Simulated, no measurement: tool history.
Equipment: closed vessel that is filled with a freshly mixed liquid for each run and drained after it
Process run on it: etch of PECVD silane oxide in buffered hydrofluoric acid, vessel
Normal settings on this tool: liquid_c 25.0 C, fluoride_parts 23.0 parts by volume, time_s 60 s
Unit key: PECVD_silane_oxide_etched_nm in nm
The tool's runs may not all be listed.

run     day  liquid_c  fluoride_parts  time_s  read-back film thickness of the PECVD silane oxide reference wafer, read on the same gauge (nm)  PECVD_silane_oxide_etched_nm
  1   0.000      25.0            23.0      60                                                                                           120.04                         76.36
  2   2.658      25.0            23.0      60                                                                                           119.99                         75.78
  3   5.571      25.0            23.0      60                                                                                           120.05                         75.75
  4   7.658      25.0            20.5      60                                                                                           119.97                         82.14
  5   9.079      25.0            20.5      60                                                                                           120.03                         82.42
  6  10.875      25.0            19.0      35                                                                                           120.03                         51.23
  7  12.808      25.0            23.0      60                                                                                           120.02                         76.32
  8  14.454      25.0            23.0      60                                                                                           120.03                         76.05
  9  15.579      23.0            23.0      60                                                                                           119.94                         68.50
 10  18.200      23.0            23.0      60                                                                                           120.02                         68.44
 11  20.962      25.0            23.0      60                                                                                           120.04                         76.24
 12  22.225      25.0            23.0      85                                                                                           120.00                        108.63
 13  23.392      25.0            23.0      85                                                                                           120.00                        108.50
 14  24.617      25.0            23.0      85                                                                                           120.04                        105.03
 15  27.312      25.0            17.5      80                                                                                           120.01                        123.90
 16  28.850      26.5            23.0      75                                                                                           120.02                        100.57
 17  29.992      29.5            18.0      45                                                                                           120.00                         86.61
 18  32.821      28.0            16.5      85                                                                                           120.01                        164.47
 19  35.188      25.0            23.0      60                                                                                           119.98                         74.35
 20  36.412      25.0            23.0      70                                                                                           119.98                         86.63
 21  39.100      25.0            26.0      60                                                                                           119.97                         68.49
 22  41.796      22.5            23.0      35                                                                                           119.97                         37.89
 23  44.467      25.0            19.5      60                                                                                           120.03                         83.83
 24  50.712      25.0            23.0      60                                                                                           120.04                         75.03
 25  53.642      27.5            18.5      60                                                                                           119.95                        102.22
 26  55.096      21.0            27.5      35                                                                                           120.01                         31.00
 27  57.042      25.0            23.0      35                                                                                           119.99                         43.80
 28  58.250      23.0            27.0      80                                                                                           120.02                         80.82
 29  59.746      25.0            23.0      60                                                                                           120.03                         74.90
 30  60.767      25.0            23.0      60                                                                                           120.02                         75.52

Not shown: 4 entries that the log had between the listed runs. Between which runs, and how does the tool's hidden state differ before and after?
Runs 13 to 14: thermometer replaced (day 24.517)
  liquid hotter than its thermometer reads (K): 0.651 -> 0.0104
  measured value less the no-hidden-state value, PECVD_silane_oxide_etched_nm: +3.77 -> +0.05 nm
Runs 15 to 16: hydrofluoric acid flow meter replaced (day 28.258)
  liquid hotter than its thermometer reads (K): 0.0317 -> 0.0439
  measured value less the no-hidden-state value, PECVD_silane_oxide_etched_nm: +0.20 -> +0.22 nm
Runs 21 to 22: gauge calibrated (day 41.196)
  liquid hotter than its thermometer reads (K): 0.125 -> 0.146
  measured value less the no-hidden-state value, PECVD_silane_oxide_etched_nm: +0.45 -> +0.31 nm
Runs 28 to 29: hydrofluoric acid flow meter replaced (day 59.096)
  liquid hotter than its thermometer reads (K): 0.276 -> 0.288
  measured value less the no-hidden-state value, PECVD_silane_oxide_etched_nm: +1.24 -> +1.17 nm

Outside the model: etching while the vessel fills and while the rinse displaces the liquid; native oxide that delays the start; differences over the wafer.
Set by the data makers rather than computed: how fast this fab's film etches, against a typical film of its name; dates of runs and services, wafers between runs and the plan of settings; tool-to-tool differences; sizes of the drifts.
